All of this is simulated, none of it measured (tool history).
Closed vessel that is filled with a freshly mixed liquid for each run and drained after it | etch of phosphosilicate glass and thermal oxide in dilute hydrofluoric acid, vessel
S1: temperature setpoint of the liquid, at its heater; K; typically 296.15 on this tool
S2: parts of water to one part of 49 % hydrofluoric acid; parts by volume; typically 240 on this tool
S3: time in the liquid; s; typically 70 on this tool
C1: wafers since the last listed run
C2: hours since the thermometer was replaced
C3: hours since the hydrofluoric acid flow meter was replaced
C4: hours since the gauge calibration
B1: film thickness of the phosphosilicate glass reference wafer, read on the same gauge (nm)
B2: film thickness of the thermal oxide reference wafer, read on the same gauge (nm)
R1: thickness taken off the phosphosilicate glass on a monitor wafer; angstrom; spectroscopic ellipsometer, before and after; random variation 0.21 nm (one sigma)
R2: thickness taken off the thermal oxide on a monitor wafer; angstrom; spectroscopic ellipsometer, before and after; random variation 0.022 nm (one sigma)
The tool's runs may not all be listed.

{"run": 1, "hour": 0.0, "S1": 296.15, "S2": 240, "S3": 70, "C1": 0, "C2": 1167.7, "C3": 1545.7, "C4": 797.3, "B1": 140.03, "B2": 150.003, "R1": 289.4, "R2": 11.56}
{"run": 2, "hour": 31.7, "S1": 298.15, "S2": 240, "S3": 70, "C1": 4286, "C2": 1199.4, "C3": 1577.4, "C4": 829.0, "B1": 139.97, "B2": 150.003, "R1": 316.5, "R2": 12.81}
{"run": 3, "hour": 82.1, "S1": 292.15, "S2": 305, "S3": 30, "C1": 6814, "C2": 1249.8, "C3": 1627.8, "C4": 879.4, "B1": 140.02, "B2": 149.994, "R1": 79.6, "R2": 3.27}
{"hour": 144.7, "done": "hydrofluoric acid flow meter replaced"}
{"run": 4, "hour": 145.2, "S1": 300.65, "S2": 300, "S3": 35, "C1": 8396, "C2": 1312.9, "C3": 0.5, "C4": 942.5, "B1": 140.0, "B2": 149.99, "R1": 121.4, "R2": 4.95}
{"hour": 154.7, "done": "thermometer replaced"}
{"run": 5, "hour": 173.0, "S1": 301.15, "S2": 160, "S3": 70, "C1": 3623, "C2": 18.3, "C3": 28.3, "C4": 970.3, "B1": 139.98, "B2": 150.002, "R1": 544.5, "R2": 23.26}
{"run": 6, "hour": 236.1, "S1": 296.15, "S2": 240, "S3": 90, "C1": 8531, "C2": 81.4, "C3": 91.4, "C4": 1033.4, "B1": 139.99, "B2": 149.995, "R1": 359.8, "R2": 15.5}
{"run": 7, "hour": 289.9, "S1": 296.15, "S2": 240, "S3": 110, "C1": 7274, "C2": 135.2, "C3": 145.2, "C4": 1087.2, "B1": 140.02, "B2": 150.009, "R1": 440.5, "R2": 18.33}
{"run": 8, "hour": 319.3, "S1": 296.15, "S2": 240, "S3": 70, "C1": 3975, "C2": 164.6, "C3": 174.6, "C4": 1116.6, "B1": 139.99, "B2": 150.0, "R1": 280.4, "R2": 11.96}
{"run": 9, "hour": 388.0, "S1": 300.65, "S2": 240, "S3": 70, "C1": 9288, "C2": 233.3, "C3": 243.3, "C4": 1185.3, "B1": 140.01, "B2": 150.0, "R1": 325.3, "R2": 14.0}
{"run": 10, "hour": 422.2, "S1": 296.15, "S2": 240, "S3": 70, "C1": 4624, "C2": 267.5, "C3": 277.5, "C4": 1219.5, "B1": 140.02, "B2": 150.009, "R1": 283.3, "R2": 11.63}
{"run": 11, "hour": 482.3, "S1": 298.65, "S2": 155, "S3": 70, "C1": 8126, "C2": 327.6, "C3": 337.6, "C4": 1279.6, "B1": 140.02, "B2": 150.01, "R1": 518.5, "R2": 21.86}
{"hour": 513.0, "done": "gauge calibrated"}
{"run": 12, "hour": 539.6, "S1": 296.15, "S2": 240, "S3": 70, "C1": 7747, "C2": 384.9, "C3": 394.9, "C4": 26.6, "B1": 139.97, "B2": 150.016, "R1": 282.5, "R2": 11.84}
{"run": 13, "hour": 739.4, "S1": 298.65, "S2": 155, "S3": 30, "C1": 27014, "C2": 584.7, "C3": 594.7, "C4": 226.4, "B1": 140.02, "B2": 149.989, "R1": 225.4, "R2": 9.41}
{"run": 14, "hour": 807.6, "S1": 291.65, "S2": 180, "S3": 40, "C1": 9221, "C2": 652.9, "C3": 662.9, "C4": 294.6, "B1": 139.94, "B2": 149.995, "R1": 191.5, "R2": 8.13}
{"run": 15, "hour": 848.0, "S1": 298.65, "S2": 155, "S3": 70, "C1": 5462, "C2": 693.3, "C3": 703.3, "C4": 335.0, "B1": 140.03, "B2": 150.014, "R1": 526.2, "R2": 22.07}
{"run": 16, "hour": 888.9, "S1": 296.15, "S2": 170, "S3": 70, "C1": 5530, "C2": 734.2, "C3": 744.2, "C4": 375.9, "B1": 139.96, "B2": 149.981, "R1": 434.5, "R2": 17.78}
{"run": 17, "hour": 935.4, "S1": 296.15, "S2": 200, "S3": 70, "C1": 6287, "C2": 780.7, "C3": 790.7, "C4": 422.4, "B1": 139.99, "B2": 149.989, "R1": 359.7, "R2": 15.15}
{"run": 18, "hour": 997.3, "S1": 300.65, "S2": 325, "S3": 70, "C1": 8369, "C2": 842.6, "C3": 852.6, "C4": 484.3, "B1": 140.01, "B2": 150.006, "R1": 226.1, "R2": 9.64}
{"run": 19, "hour": 1023.7, "S1": 296.15, "S2": 240, "S3": 70, "C1": 3569, "C2": 869.0, "C3": 879.0, "C4": 510.7, "B1": 139.98, "B2": 149.998, "R1": 281.9, "R2": 11.89}
{"run": 20, "hour": 1095.2, "S1": 296.15, "S2": 240, "S3": 70, "C1": 9667, "C2": 940.5, "C3": 950.5, "C4": 582.2, "B1": 140.01, "B2": 149.988, "R1": 285.6, "R2": 12.05}
{"run": 21, "hour": 1140.7, "S1": 299.15, "S2": 240, "S3": 35, "C1": 6152, "C2": 986.0, "C3": 996.0, "C4": 627.7, "B1": 140.0, "B2": 150.006, "R1": 158.9, "R2": 6.57}
{"run": 22, "hour": 1185.7, "S1": 296.15, "S2": 240, "S3": 70, "C1": 6084, "C2": 1031.0, "C3": 1041.0, "C4": 672.7, "B1": 140.04, "B2": 150.011, "R1": 285.3, "R2": 12.11}
{"run": 23, "hour": 1247.4, "S1": 299.65, "S2": 240, "S3": 70, "C1": 8342, "C2": 1092.7, "C3": 1102.7, "C4": 734.4, "B1": 139.99, "B2": 150.014, "R1": 322.2, "R2": 14.05}
{"run": 24, "hour": 1415.2, "S1": 291.65, "S2": 335, "S3": 95, "C1": 22688, "C2": 1260.5, "C3": 1270.5, "C4": 902.2, "B1": 140.05, "B2": 149.988, "R1": 218.5, "R2": 9.42}

Subtracting, for every run, the result it would have given without the tool's unlogged condition from the measured result gives the following. The same run-to-run variation enters both numbers; the gauge's scatter may not:
Hidden state at play: liquid hotter than its thermometer reads (K); hydrofluoric acid flow above the setpoint (%); gauge reads high (%).
run=1 R1=+12.7 R2=+0.51
run=2 R1=+14.2 R2=+0.58
run=3 R1=+3.7 R2=+0.15
run=4 R1=+0.5 R2=+0.02
run=5 R1=+2.4 R2=+0.10
run=6 R1=+2.2 R2=+0.09
run=7 R1=+3.3 R2=+0.14
run=8 R1=+2.3 R2=+0.10
run=9 R1=+3.3 R2=+0.14
run=10 R1=+3.0 R2=+0.12
run=11 R1=+6.1 R2=+0.26
run=12 R1=+3.9 R2=+0.16
run=13 R1=+4.0 R2=+0.17
run=14 R1=+3.7 R2=+0.16
run=15 R1=+10.7 R2=+0.44
run=16 R1=+9.2 R2=+0.37
run=17 R1=+8.2 R2=+0.34
run=18 R1=+6.0 R2=+0.26
run=19 R1=+7.1 R2=+0.30
run=20 R1=+7.7 R2=+0.32
run=21 R1=+4.6 R2=+0.19
run=22 R1=+8.4 R2=+0.36
run=23 R1=+10.1 R2=+0.44
run=24 R1=+7.8 R2=+0.34
